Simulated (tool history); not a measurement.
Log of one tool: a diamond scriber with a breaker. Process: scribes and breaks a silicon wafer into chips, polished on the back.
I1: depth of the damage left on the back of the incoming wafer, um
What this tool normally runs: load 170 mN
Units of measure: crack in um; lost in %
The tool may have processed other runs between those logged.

{"run": 1, "hour": 0.0, "load": 196, "I1": 0.02, "crack": 14.49, "lost": 1.64}
{"run": 2, "hour": 75.1, "load": 193, "I1": 0.02, "crack": 14.34, "lost": 1.38}
{"run": 3, "hour": 135.2, "load": 193, "I1": 0.01, "crack": 13.78, "lost": 1.46}
{"run": 4, "hour": 199.3, "load": 145, "I1": 0.03, "crack": 11.64, "lost": 14.77}
{"hour": 284.8, "done": "diamond tip replaced by a new one"}
{"run": 5, "hour": 299.2, "load": 145, "I1": 0.05, "crack": 12.32, "lost": 10.06}
{"run": 6, "hour": 393.8, "load": 170, "I1": 0.04, "crack": 13.18, "lost": 3.89}
{"run": 7, "hour": 430.5, "load": 170, "I1": 0.03, "crack": 13.15, "lost": 4.19}
{"run": 8, "hour": 469.0, "load": 170, "I1": 0.04, "crack": 13.4, "lost": 4.68}
{"run": 9, "hour": 538.6, "load": 170, "I1": 0.03, "crack": 12.69, "lost": 6.03}
{"run": 10, "hour": 746.1, "load": 198, "I1": 0.04, "crack": 13.56, "lost": 3.26}
{"hour": 777.3, "done": "load on the tip recalibrated"}
{"run": 11, "hour": 822.5, "load": 198, "I1": 0.04, "crack": 14.6, "lost": 1.65}
{"run": 12, "hour": 897.1, "load": 198, "I1": 0.02, "crack": 14.7, "lost": 1.4}
{"run": 13, "hour": 960.5, "load": 170, "I1": 0.03, "crack": 12.98, "lost": 4.8}
{"run": 14, "hour": 1000.0, "load": 170, "I1": 0.03, "crack": 13.17, "lost": 5.25}
{"hour": 1052.9, "done": "diamond tip replaced by a new one"}
{"run": 15, "hour": 1064.6, "load": 170, "I1": 0.04, "crack": 13.84, "lost": 1.71}
{"run": 16, "hour": 1135.2, "load": 170, "I1": 0.03, "crack": 13.76, "lost": 2.17}
{"run": 17, "hour": 1240.1, "load": 170, "I1": 0.03, "crack": 13.6, "lost": 3.29}
{"run": 18, "hour": 1352.0, "load": 170, "I1": 0.04, "crack": 13.19, "lost": 4.47}
{"run": 19, "hour": 1426.1, "load": 152, "I1": 0.03, "crack": 11.98, "lost": 12.97}
{"hour": 1659.6, "done": "load on the tip recalibrated"}
{"hour": 1688.8, "done": "diamond tip replaced by a new one"}
{"run": 20, "hour": 1749.4, "load": 152, "I1": 0.04, "crack": 13.52, "lost": 3.74}
{"run": 21, "hour": 1850.0, "load": 121, "I1": 0.02, "crack": 11.29, "lost": 19.53}
{"run": 22, "hour": 1928.4, "load": 170, "I1": 0.02, "crack": 13.82, "lost": 2.39}
{"run": 23, "hour": 2022.4, "load": 148, "I1": 0.01, "crack": 12.1, "lost": 9.48}
{"run": 24, "hour": 2062.0, "load": 199, "I1": 0.02, "crack": 14.72, "lost": 1.5}
{"run": 25, "hour": 2104.5, "load": 125, "I1": 0.03, "crack": 10.8, "lost": 25.34}
{"run": 26, "hour": 2206.1, "load": 199, "I1": 0.01, "crack": 14.23, "lost": 1.48}

The next listed run, before its measurement:
{"run": 27, "hour": 2266.9, "load": 120, "I1": 0.02, "crack": "?", "lost": "?"}

{"run 27": {"crack": 10.26, "lost": 33.79}}
Without the tool's hidden state the same run would have given crack 11.65 um, lost 15.48 %.
